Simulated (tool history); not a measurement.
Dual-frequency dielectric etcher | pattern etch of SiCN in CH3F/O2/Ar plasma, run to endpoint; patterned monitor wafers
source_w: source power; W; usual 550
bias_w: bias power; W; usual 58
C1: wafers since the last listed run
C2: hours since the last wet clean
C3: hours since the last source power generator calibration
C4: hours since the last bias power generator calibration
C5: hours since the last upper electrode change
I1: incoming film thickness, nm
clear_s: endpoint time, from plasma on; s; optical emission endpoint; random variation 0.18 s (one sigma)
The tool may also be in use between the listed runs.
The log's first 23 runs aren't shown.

Run 24, hour 277.6: usual settings but source_w 640 W, bias_w 70 W; C1 219; C2 38.8; C3 47.9; C4 3235.8; C5 12.3; I1 8.62. Result: clear_s 20.7 s.
Run 25, hour 289.6: usual settings but bias_w 53 W; C1 228; C2 50.8; C3 59.9; C4 3247.8; C5 24.3; I1 8.53. Result: clear_s 23.6 s.
Run 26, hour 303.3: usual settings but source_w 420 W; C1 261; C2 64.5; C3 73.6; C4 3261.5; C5 38.0; I1 8.60. Result: clear_s 26.0 s.
Run 27, hour 318.5: usual settings but source_w 590 W, bias_w 47 W; C1 289; C2 79.7; C3 88.8; C4 3276.7; C5 53.2; I1 8.63. Result: clear_s 24.2 s.
At hour 323.6: bias power generator calibrated.
Run 28, hour 332.6: usual settings but source_w 460 W, bias_w 70 W; C1 192; C2 93.8; C3 102.9; C4 9.0; C5 67.3; I1 8.53. Result: clear_s 22.8 s.
Run 29, hour 346.9: usual settings but source_w 420 W, bias_w 47 W; C1 272; C2 108.1; C3 117.2; C4 23.3; C5 81.6; I1 8.61. Result: clear_s 27.6 s.
Run 30, hour 358.8: usual settings; C1 226; C2 120.0; C3 129.1; C4 35.2; C5 93.5; I1 8.60. Result: clear_s 23.2 s.
Run 31, hour 375.8: usual settings but source_w 660 W, bias_w 72 W; C1 323; C2 137.0; C3 146.1; C4 52.2; C5 110.5; I1 8.57. Result: clear_s 20.2 s.
Run 32, hour 390.4: usual settings but source_w 660 W, bias_w 54 W; C1 278; C2 151.6; C3 160.7; C4 66.8; C5 125.1; I1 8.58. Result: clear_s 22.2 s.
Run 33, hour 398.1: usual settings but source_w 620 W, bias_w 62 W; C1 146; C2 159.3; C3 168.4; C4 74.5; C5 132.8; I1 8.55. Result: clear_s 21.4 s.
Run 34, hour 407.8: usual settings; C1 184; C2 169.0; C3 178.1; C4 84.2; C5 142.5; I1 8.63. Result: clear_s 23.4 s.
Run 35, hour 421.9: usual settings but source_w 610 W, bias_w 70 W; C1 268; C2 183.1; C3 192.2; C4 98.3; C5 156.6; I1 8.72. Result: clear_s 21.6 s.
Run 36, hour 439.3: usual settings but source_w 430 W, bias_w 49 W; C1 331; C2 200.5; C3 209.6; C4 115.7; C5 174.0; I1 8.63. Result: clear_s 27.5 s.

3 ways to go on from here, each from the tool as it stands after run 36. What would each give?
Run A, hour 439.7: usual settings but source_w 470 W; C1 7; C2 200.9; C3 210.0; C4 116.1; C5 174.4; I1 8.60. Result: clear_s ?.
Run B, hour 439.7: usual settings but bias_w 70 W; C1 7; C2 200.9; C3 210.0; C4 116.1; C5 174.4; I1 8.60. Result: clear_s ?.
Run C, hour 439.7: usual settings but source_w 440 W, bias_w 51 W; C1 7; C2 200.9; C3 210.0; C4 116.1; C5 174.4; I1 8.60. Result: clear_s ?.

run  clear_s
  A     25.1
  B     22.2
  C     26.8
Without the tool's hidden state the same runs would have given:
run  clear_s
  A     24.8
  B     22.0
  C     26.5
